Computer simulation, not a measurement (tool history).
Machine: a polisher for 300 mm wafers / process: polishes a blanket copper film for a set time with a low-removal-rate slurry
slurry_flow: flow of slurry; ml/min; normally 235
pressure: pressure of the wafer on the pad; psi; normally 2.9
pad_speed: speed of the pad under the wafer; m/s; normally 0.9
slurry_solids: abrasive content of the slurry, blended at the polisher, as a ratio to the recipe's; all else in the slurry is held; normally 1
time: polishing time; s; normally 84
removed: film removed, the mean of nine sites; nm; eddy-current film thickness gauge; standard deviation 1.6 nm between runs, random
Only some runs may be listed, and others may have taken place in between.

run	hour	slurry_flow	pressure	pad_speed	slurry_solids	time	incoming thickness of the incoming film, nm	removed
1	0	235	2.9	0.9	1.2	84	1475.3	238
2	6.8	235	2.9	0.9	1.2	84	1497.6	233
3	17.5	235	2.9	0.9	1.2	84	1483.7	233
4	24.7	235	2.9	0.9	1	84	1486.8	221.7
5	33.3	235	2.9	1.14	1	84	1501.6	264.5
# hour 39: worn pad replaced by a new one
6	48.9	235	2.9	1.14	1	84	1493.1	263.9
7	60.6	235	2.9	0.9	1	84	1501.6	226.1
8	67	235	2.9	0.9	1	84	1473.5	222.2
9	81	235	2.9	0.9	1	84	1481.9	220.3
10	88.2	235	2.9	0.9	1	84	1470.6	217.7
# hour 95.9: head pressure recalibrated
# hour 100.5: worn pad replaced by a new one
11	101.1	235	2.9	0.9	1	84	1495.3	220.3
12	110.1	235	2.9	1.1	1	84	1480.8	251.1
# hour 115.4: slurry nozzle cleaned
13	126.5	165	2.9	1.04	0.85	100	1472.7	232.8
14	132.5	185	2.3	0.9	1	107	1481.5	189.9
15	144.2	235	2	1.14	1	60	1492.8	115.9
# hour 161.7: worn pad replaced by a new one
16	162.2	265	2.9	0.74	1	84	1487.2	182.5
# hour 170.3: slurry blender recalibrated
# hour 170.6: slurry nozzle cleaned, repeated, since the last time left the tool worse
17	176.6	235	2.1	0.68	1	73	1465.3	121.1
18	185.7	235	2.9	0.9	1	84	1468.9	233.3
19	200.4	235	2.9	1.14	1	94	1491.9	304.7
# hour 218.7: worn pad replaced by a new one
20	219.2	235	2.9	0.9	1	70	1490.8	194.4
21	232.1	235	3.4	1.06	0.8	84	1457.7	295.5
22	243.8	235	3.4	0.9	1	84	1483.2	271
23	258	235	2.9	0.9	1	84	1491.3	231.3
24	266.9	210	3.3	1.22	1	68	1486.5	265.3

Measured minus without-hidden-state, run by run (identical run-to-run variation in each term; gauge scatter may differ):
Hidden state at play: removal rate lost through wear of the pad, %; slurry flow missing at the pad, %; deviation of the head's pressure from its setpoint, %; abrasive missing from the slurry, %.
run	removed
1	-6.7
2	-7
3	-7.7
4	-7.7
5	-9.8
6	-11.2
7	-10.5
8	-10.9
9	-12.1
10	-12.6
11	-14.2
12	-17.5
13	-53
14	-38.2
15	-18.1
16	-25.3
17	-0.3
18	-0.6
19	-0.9
20	-0.6
21	-1.1
22	-1.2
23	-1.2
24	-1.7

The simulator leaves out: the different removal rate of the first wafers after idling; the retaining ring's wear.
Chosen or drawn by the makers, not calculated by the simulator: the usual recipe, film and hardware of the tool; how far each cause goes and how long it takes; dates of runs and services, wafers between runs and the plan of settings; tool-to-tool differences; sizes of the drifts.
